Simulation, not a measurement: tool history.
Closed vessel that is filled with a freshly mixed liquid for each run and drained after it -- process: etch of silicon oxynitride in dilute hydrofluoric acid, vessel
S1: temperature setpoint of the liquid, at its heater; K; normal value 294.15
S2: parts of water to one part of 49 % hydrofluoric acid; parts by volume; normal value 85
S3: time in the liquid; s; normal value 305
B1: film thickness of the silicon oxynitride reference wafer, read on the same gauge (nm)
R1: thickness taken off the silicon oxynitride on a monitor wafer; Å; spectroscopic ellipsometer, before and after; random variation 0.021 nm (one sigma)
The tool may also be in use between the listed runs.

run   hour      S1   S2   S3      B1     R1
  1    0.0  294.15   60  305  60.011  66.97
  2   40.6  294.15   85  410  59.998  62.48
  3   78.9  294.15   85  410  60.006  62.63
  4  108.0  294.15   85  410  60.023  62.24
  5  159.1  294.15   85  345  60.016  53.24
  6  216.9  297.15   70  305  60.032  67.49
  7  286.2  297.15   70  305  60.000  67.84
  8  328.7  297.15   70  305  60.010  68.14
  9  360.3  294.15   85  305  60.003  47.78
 10  428.0  294.15   85  305  59.981  48.06
     451.2  -- thermometer replaced
 11  477.0  290.15  110  135  59.994  12.80
 12  536.3  294.15   85  305  59.959  46.35
     560.9  -- hydrofluoric acid flow meter replaced
 13  565.0  290.15   85  305  60.011  36.84

Run 14 comes next. What will it give?
     599.3  -- gauge calibrated
 14  761.5  294.15  100  245   ?   ?

Logged for run 14: B1 60.024, R1 31.11 Å.
On a tool with no hidden condition, and with the same random variation, this run would have come out at R1 30.06 Å.
